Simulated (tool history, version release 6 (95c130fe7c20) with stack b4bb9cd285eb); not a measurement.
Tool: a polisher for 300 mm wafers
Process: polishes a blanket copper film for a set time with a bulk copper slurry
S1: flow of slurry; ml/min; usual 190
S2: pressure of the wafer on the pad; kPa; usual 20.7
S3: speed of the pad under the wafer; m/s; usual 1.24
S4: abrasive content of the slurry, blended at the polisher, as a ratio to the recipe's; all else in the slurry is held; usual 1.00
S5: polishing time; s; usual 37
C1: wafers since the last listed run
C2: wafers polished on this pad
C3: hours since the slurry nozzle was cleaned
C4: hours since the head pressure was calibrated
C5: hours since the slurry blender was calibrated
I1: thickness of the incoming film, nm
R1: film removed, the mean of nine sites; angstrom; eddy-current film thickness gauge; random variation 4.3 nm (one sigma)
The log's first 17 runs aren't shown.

{"hour": 441.4, "done": "worn pad replaced by a new one"}
{"run": 18, "hour": 441.9, "S1": 190, "S2": 20.7, "S3": 1.24, "S4": 1.0, "S5": 37, "C1": 195, "C2": 4, "C3": 75.2, "C4": 341.5, "C5": 188.7, "I1": 4251.6, "R1": 5187}
{"run": 19, "hour": 453.7, "S1": 190, "S2": 20.7, "S3": 1.0, "S4": 1.0, "S5": 37, "C1": 93, "C2": 97, "C3": 87.0, "C4": 353.3, "C5": 200.5, "I1": 4225.5, "R1": 4265}
{"run": 20, "hour": 479.7, "S1": 190, "S2": 20.7, "S3": 1.24, "S4": 0.9, "S5": 37, "C1": 205, "C2": 302, "C3": 113.0, "C4": 379.3, "C5": 226.5, "I1": 4241.7, "R1": 5030}
{"hour": 490.4, "done": "slurry blender recalibrated"}
{"run": 21, "hour": 502.2, "S1": 190, "S2": 20.7, "S3": 1.24, "S4": 1.0, "S5": 37, "C1": 161, "C2": 464, "C3": 135.5, "C4": 401.8, "C5": 11.8, "I1": 4218.5, "R1": 5265}
{"run": 22, "hour": 519.1, "S1": 190, "S2": 20.7, "S3": 1.24, "S4": 1.0, "S5": 25, "C1": 133, "C2": 597, "C3": 152.4, "C4": 418.7, "C5": 28.7, "I1": 4305.4, "R1": 3500}
{"run": 23, "hour": 531.2, "S1": 190, "S2": 20.7, "S3": 1.24, "S4": 1.0, "S5": 37, "C1": 95, "C2": 692, "C3": 164.5, "C4": 430.8, "C5": 40.8, "I1": 4246.1, "R1": 5190}
{"run": 24, "hour": 559.1, "S1": 190, "S2": 20.7, "S3": 1.24, "S4": 1.0, "S5": 37, "C1": 220, "C2": 912, "C3": 192.4, "C4": 458.7, "C5": 68.7, "I1": 4274.5, "R1": 5173}
{"run": 25, "hour": 581.6, "S1": 155, "S2": 27.6, "S3": 1.24, "S4": 0.8, "S5": 49, "C1": 177, "C2": 1090, "C3": 214.9, "C4": 481.2, "C5": 91.2, "I1": 4238.9, "R1": 8129}
{"run": 26, "hour": 604.8, "S1": 190, "S2": 20.7, "S3": 1.24, "S4": 1.0, "S5": 37, "C1": 182, "C2": 1273, "C3": 238.1, "C4": 504.4, "C5": 114.4, "I1": 4273.5, "R1": 5281}
{"run": 27, "hour": 635.7, "S1": 205, "S2": 20.7, "S3": 1.24, "S4": 1.0, "S5": 37, "C1": 243, "C2": 1516, "C3": 269.0, "C4": 535.3, "C5": 145.3, "I1": 4275.1, "R1": 5355}
{"hour": 646.9, "done": "worn pad replaced by a new one"}
{"run": 28, "hour": 652.5, "S1": 190, "S2": 20.7, "S3": 1.24, "S4": 1.15, "S5": 37, "C1": 100, "C2": 44, "C3": 285.8, "C4": 552.1, "C5": 162.1, "I1": 4248.4, "R1": 5439}
{"hour": 711.2, "done": "slurry nozzle cleaned"}
{"hour": 712.9, "done": "slurry blender recalibrated"}
{"run": 29, "hour": 754.8, "S1": 190, "S2": 20.7, "S3": 1.24, "S4": 1.0, "S5": 37, "C1": 785, "C2": 829, "C3": 43.6, "C4": 654.4, "C5": 41.9, "I1": 4237.3, "R1": 5284}
{"run": 30, "hour": 778.0, "S1": 125, "S2": 17.2, "S3": 0.96, "S4": 1.0, "S5": 41, "C1": 182, "C2": 1012, "C3": 66.8, "C4": 677.6, "C5": 65.1, "I1": 4318.7, "R1": 3567}
{"run": 31, "hour": 796.3, "S1": 155, "S2": 20.7, "S3": 1.24, "S4": 1.0, "S5": 37, "C1": 144, "C2": 1157, "C3": 85.1, "C4": 695.9, "C5": 83.4, "I1": 4185.4, "R1": 5013}

Forecast each of these 3 alternatives for the next run:
{"run": "A", "hour": 796.7, "S1": 190, "S2": 20.7, "S3": 1.24, "S4": 1.0, "S5": 37, "C1": 3, "C2": 1160, "C3": 85.5, "C4": 696.3, "C5": 83.8, "I1": 4266.7, "R1": "?"}
{"run": "B", "hour": 796.7, "S1": 190, "S2": 20.7, "S3": 0.96, "S4": 1.1, "S5": 37, "C1": 3, "C2": 1160, "C3": 85.5, "C4": 696.3, "C5": 83.8, "I1": 4266.7, "R1": "?"}
{"run": "C", "hour": 796.7, "S1": 170, "S2": 20.7, "S3": 1.24, "S4": 1.0, "S5": 37, "C1": 3, "C2": 1160, "C3": 85.5, "C4": 696.3, "C5": 83.8, "I1": 4266.7, "R1": "?"}

run=A R1=5240
run=B R1=4228
run=C R1=5147
Without the tool's hidden state the same runs would have given:
run=A R1=5240
run=B R1=4228
run=C R1=5147
